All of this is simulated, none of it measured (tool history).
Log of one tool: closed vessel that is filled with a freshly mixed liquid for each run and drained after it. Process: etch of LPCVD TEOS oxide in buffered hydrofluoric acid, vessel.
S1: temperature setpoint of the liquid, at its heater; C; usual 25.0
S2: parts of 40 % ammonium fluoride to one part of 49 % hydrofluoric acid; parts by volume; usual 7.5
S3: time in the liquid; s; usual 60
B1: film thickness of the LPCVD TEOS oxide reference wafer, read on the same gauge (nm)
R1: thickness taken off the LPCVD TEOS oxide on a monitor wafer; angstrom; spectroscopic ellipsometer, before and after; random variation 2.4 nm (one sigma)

{"run": 1, "hour": 0.0, "S1": 25.0, "S2": 5.5, "S3": 60, "B1": 130.0, "R1": 3163.4}
{"run": 2, "hour": 87.8, "S1": 22.0, "S2": 7.5, "S3": 60, "B1": 129.99, "R1": 2123.2}
{"run": 3, "hour": 148.9, "S1": 25.0, "S2": 8.5, "S3": 60, "B1": 130.0, "R1": 2178.0}
{"run": 4, "hour": 188.6, "S1": 25.0, "S2": 7.5, "S3": 60, "B1": 129.97, "R1": 2540.7}
{"run": 5, "hour": 268.2, "S1": 25.0, "S2": 7.5, "S3": 60, "B1": 129.99, "R1": 2468.2}
{"run": 6, "hour": 364.0, "S1": 25.0, "S2": 7.5, "S3": 60, "B1": 129.97, "R1": 2461.8}
{"run": 7, "hour": 433.2, "S1": 25.0, "S2": 7.5, "S3": 60, "B1": 129.99, "R1": 2452.7}
{"run": 8, "hour": 525.6, "S1": 23.0, "S2": 7.5, "S3": 90, "B1": 130.01, "R1": 3230.5}
{"run": 9, "hour": 597.2, "S1": 23.0, "S2": 7.5, "S3": 90, "B1": 130.0, "R1": 3319.4}
{"run": 10, "hour": 652.6, "S1": 23.0, "S2": 7.5, "S3": 90, "B1": 130.02, "R1": 3250.4}
{"run": 11, "hour": 752.4, "S1": 25.0, "S2": 8.0, "S3": 60, "B1": 129.98, "R1": 2280.0}
{"run": 12, "hour": 852.0, "S1": 29.0, "S2": 9.0, "S3": 60, "B1": 130.0, "R1": 2385.5}
{"run": 13, "hour": 930.3, "S1": 29.0, "S2": 9.0, "S3": 60, "B1": 130.02, "R1": 2380.6}
{"run": 14, "hour": 1028.4, "S1": 25.0, "S2": 7.5, "S3": 60, "B1": 130.01, "R1": 2209.6}
{"run": 15, "hour": 1135.9, "S1": 25.0, "S2": 7.5, "S3": 60, "B1": 129.99, "R1": 2200.7}
{"run": 16, "hour": 1319.5, "S1": 25.0, "S2": 6.0, "S3": 50, "B1": 129.98, "R1": 2273.8}
{"run": 17, "hour": 1383.6, "S1": 23.0, "S2": 10.0, "S3": 60, "B1": 130.0, "R1": 1501.7}
{"run": 18, "hour": 1437.8, "S1": 26.5, "S2": 6.5, "S3": 70, "B1": 130.0, "R1": 3108.6}
{"run": 19, "hour": 1499.7, "S1": 25.0, "S2": 6.0, "S3": 70, "B1": 130.0, "R1": 3659.4}
{"run": 20, "hour": 1607.3, "S1": 23.0, "S2": 7.5, "S3": 90, "B1": 130.01, "R1": 3332.8}
{"run": 21, "hour": 1677.5, "S1": 25.0, "S2": 9.5, "S3": 70, "B1": 129.97, "R1": 2344.7}
{"run": 22, "hour": 1737.9, "S1": 21.5, "S2": 5.0, "S3": 30, "B1": 130.03, "R1": 1461.3}
{"run": 23, "hour": 1801.6, "S1": 21.0, "S2": 5.0, "S3": 30, "B1": 130.02, "R1": 1425.1}
{"run": 24, "hour": 2113.1, "S1": 21.5, "S2": 7.5, "S3": 60, "B1": 130.0, "R1": 2000.8}
{"run": 25, "hour": 2157.6, "S1": 27.5, "S2": 8.5, "S3": 90, "B1": 129.99, "R1": 3641.1}
{"run": 26, "hour": 2252.4, "S1": 23.0, "S2": 10.0, "S3": 60, "B1": 130.01, "R1": 1745.5}
{"run": 27, "hour": 2304.1, "S1": 21.5, "S2": 7.5, "S3": 60, "B1": 129.99, "R1": 2094.7}
{"run": 28, "hour": 2369.7, "S1": 27.5, "S2": 5.0, "S3": 60, "B1": 130.0, "R1": 4092.0}
{"run": 29, "hour": 2457.1, "S1": 25.0, "S2": 7.5, "S3": 60, "B1": 130.01, "R1": 2476.3}
{"run": 30, "hour": 2538.5, "S1": 25.0, "S2": 8.5, "S3": 60, "B1": 130.0, "R1": 2119.7}
{"run": 31, "hour": 2595.4, "S1": 25.0, "S2": 7.5, "S3": 60, "B1": 130.01, "R1": 2473.5}

Taken out of this log: 6 entries between the listed runs. Where each belongs, and how the hidden state differs across it:
Between runs 1 and 2: hydrofluoric acid flow meter replaced (hour 50.4)
  hydrofluoric acid flow below the setpoint (%): 6.52 -> 0.619
  measured less the result without the state, R1: -185.5 -> -14.3 angstrom
Between runs 8 and 9: thermometer replaced (hour 573.9)
  hydrofluoric acid flow below the setpoint (%): 3.72 -> 4.22
  measured less the result without the state, R1: -134.8 -> -158.7 angstrom
Between runs 11 and 12: hydrofluoric acid flow meter replaced (hour 780.0)
  hydrofluoric acid flow below the setpoint (%): 5.32 -> 11.3
  measured less the result without the state, R1: -139.3 -> -198.0 angstrom
Between runs 18 and 19: hydrofluoric acid flow meter replaced, repeated, since the last time left the tool worse (hour 1468.1)
  hydrofluoric acid flow below the setpoint (%): 15.4 -> 0.459
  measured less the result without the state, R1: -556.7 -> -14.7 angstrom
Between runs 20 and 21: gauge calibrated (hour 1615.3)
  hydrofluoric acid flow below the setpoint (%): 1.22 -> 1.72
  measured less the result without the state, R1: -44.7 -> -25.7 angstrom
Between runs 25 and 26: hydrofluoric acid flow meter replaced (hour 2216.1)
  hydrofluoric acid flow below the setpoint (%): 5.11 -> 0.695
  measured less the result without the state, R1: -213.3 -> -11.9 angstrom
